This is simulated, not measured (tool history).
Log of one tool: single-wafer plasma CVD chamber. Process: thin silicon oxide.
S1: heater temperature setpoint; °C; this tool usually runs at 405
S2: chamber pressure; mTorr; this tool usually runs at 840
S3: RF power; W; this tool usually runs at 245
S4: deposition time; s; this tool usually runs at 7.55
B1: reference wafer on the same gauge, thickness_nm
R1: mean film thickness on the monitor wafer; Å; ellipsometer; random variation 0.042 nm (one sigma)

run 1 hour=0 | S1=405 S2=840 S3=245 S4=7.55 | B1=13.201 | R1=120.83
run 2 hour=12.3 | S1=405 S2=840 S3=245 S4=7.55 | B1=13.196 | R1=120
run 3 hour=20.7 | S1=405 S2=840 S3=245 S4=7.55 | B1=13.186 | R1=119.66
run 4 hour=29.7 | S1=405 S2=840 S3=245 S4=7.55 | B1=13.196 | R1=120.11
run 5 hour=47.4 | S1=405 S2=840 S3=245 S4=7.55 | B1=13.208 | R1=119.85
run 6 hour=64.2 | S1=405 S2=718 S3=245 S4=7.55 | B1=13.192 | R1=104.33
run 7 hour=72.9 | S1=405 S2=718 S3=245 S4=7.55 | B1=13.214 | R1=104.64
run 8 hour=82.5 | S1=405 S2=840 S3=245 S4=7.55 | B1=13.21 | R1=119.78
run 9 hour=94.8 | S1=405 S2=840 S3=245 S4=7.55 | B1=13.211 | R1=119.04
run 10 hour=102.8 | S1=405 S2=840 S3=245 S4=7.55 | B1=13.201 | R1=119.59
run 11 hour=115.8 | S1=405 S2=840 S3=245 S4=7.55 | B1=13.208 | R1=118.83
run 12 hour=124.6 | S1=405 S2=840 S3=245 S4=7.55 | B1=13.203 | R1=119.64
run 13 hour=138.8 | S1=405 S2=840 S3=245 S4=7.55 | B1=13.196 | R1=118.75
run 14 hour=155.1 | S1=405 S2=718 S3=245 S4=7.55 | B1=13.21 | R1=103.69
-- hour=163.3 gauge calibrated
run 15 hour=170.3 | S1=405 S2=840 S3=245 S4=7.55 | B1=13.207 | R1=119.06
run 16 hour=176.4 | S1=405 S2=707 S3=260 S4=7.55 | B1=13.199 | R1=105.98
run 17 hour=184.6 | S1=405 S2=840 S3=245 S4=7.55 | B1=13.19 | R1=118.94
run 18 hour=197.9 | S1=405 S2=696 S3=245 S4=7.55 | B1=13.196 | R1=100.74
-- hour=212.1 capacitance manometer re-zeroed and calibrated
-- hour=212.2 RF generator calibrated
run 19 hour=234.1 | S1=405 S2=840 S3=245 S4=7.55 | B1=13.19 | R1=125.94
-- hour=248.9 thermocouple changed; heater temperature recalibrated
-- hour=255 showerhead replaced
run 20 hour=273.9 | S1=405 S2=840 S3=245 S4=6.53 | B1=13.203 | R1=108.76
run 21 hour=289.3 | S1=405 S2=840 S3=285 S4=6.78 | B1=13.193 | R1=124.47
run 22 hour=306.4 | S1=405 S2=840 S3=245 S4=7.55 | B1=13.213 | R1=125.76
run 23 hour=316.1 | S1=391 S2=840 S3=245 S4=7.55 | B1=13.201 | R1=127.65
run 24 hour=324.2 | S1=417 S2=995 S3=220 S4=6.43 | B1=13.189 | R1=113.13
run 25 hour=330.2 | S1=411 S2=751 S3=245 S4=7.55 | B1=13.213 | R1=113.74

Run 26 is up next; what results do you expect?
run 26 hour=342.9 | S1=398 S2=840 S3=245 S4=7.55 | B1=? | R1=?

Run 26 measured B1 13.206, R1 126.17 Å.
Had the tool carried no hidden state, the very same run would have given R1 127.5 Å.
